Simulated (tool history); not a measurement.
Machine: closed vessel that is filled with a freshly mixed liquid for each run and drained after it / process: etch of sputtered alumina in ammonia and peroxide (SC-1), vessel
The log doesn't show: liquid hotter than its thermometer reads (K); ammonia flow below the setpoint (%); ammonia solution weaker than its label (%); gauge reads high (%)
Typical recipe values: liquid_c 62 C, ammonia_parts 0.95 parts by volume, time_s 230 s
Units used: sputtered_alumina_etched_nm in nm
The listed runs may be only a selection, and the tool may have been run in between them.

run,hour,liquid_c,ammonia_parts,time_s,wafers since the last listed run,hours since the thermometer was replaced,hours since the ammonia flow meter was replaced,hours since the drum of ammonia solution was connected,hours since the gauge calibration,"read-back film thickness of the sputtered alumina reference wafer, read on the same gauge (nm)",sputtered_alumina_etched_nm
1,0,62,0.7,230,0,439.5,2052.2,977.8,220.6,49.96,31.01
2,30.1,62,0.7,230,3246,469.6,2082.3,1007.9,250.7,49.97,31.09
3,46,62,0.95,230,1714,485.5,2098.2,1023.8,266.6,49.99,31.92
4,73.9,62,0.95,230,3008,513.4,2126.1,1051.7,294.5,50,32.15
# hour 153: new drum of ammonia solution connected
5,157.7,62,0.95,230,8929,597.2,2209.9,4.7,378.3,49.99,32.12
6,181.4,62,0.95,230,2555,620.9,2233.6,28.4,402,50.02,32.3
7,205.1,62,0.95,230,2555,644.6,2257.3,52.1,425.7,49.98,32.33
8,220.1,62,0.95,230,1617,659.6,2272.3,67.1,440.7,50.01,32.27
9,242.1,62,0.95,230,2372,681.6,2294.3,89.1,462.7,49.98,32.26
# hour 247.7: gauge calibrated
# hour 262.5: thermometer replaced
10,263,67.5,1.1,310,2146,0.5,2315.2,110,15.3,50.01,56.04
11,290.5,65.5,0.7,230,2965,28,2342.7,137.5,42.8,50.01,36.23
12,303.8,58,0.8,285,1434,41.3,2356,150.8,56.1,50.01,31.05
# hour 307.4: ammonia flow meter replaced
13,332.2,53,0.8,230,2954,69.7,24.8,179.2,84.5,50.02,19.36
14,357.4,62,0.95,230,2717,94.9,50,204.4,109.7,50.03,31.43
15,371.5,57.5,0.7,95,1520,109,64.1,218.5,123.8,50,10
16,387.5,62,0.95,230,1725,125,80.1,234.5,139.8,49.95,31.44
17,415.8,58.5,0.95,230,3051,153.3,108.4,262.8,168.1,50.01,26.37
18,448.9,62,1.1,135,3569,186.4,141.5,295.9,201.2,50.02,18.76

What if the next run were any one of these 3? Each begins from the tool's condition after run 18:
A,449.6,62,0.95,230,75,187.1,142.2,296.6,201.9,?,?
B,449.6,67.5,0.5,325,75,187.1,142.2,296.6,201.9,?,?
C,449.6,70,0.95,230,75,187.1,142.2,296.6,201.9,?,?

run,"read-back film thickness of the sputtered alumina reference wafer, read on the same gauge (nm)",sputtered_alumina_etched_nm
A,50,31.67
B,50,55.34
C,50,46.95
Had the tool no hidden state, the same runs would have come out as:
run,sputtered_alumina_etched_nm
A,31.23
B,54.59
C,46.32
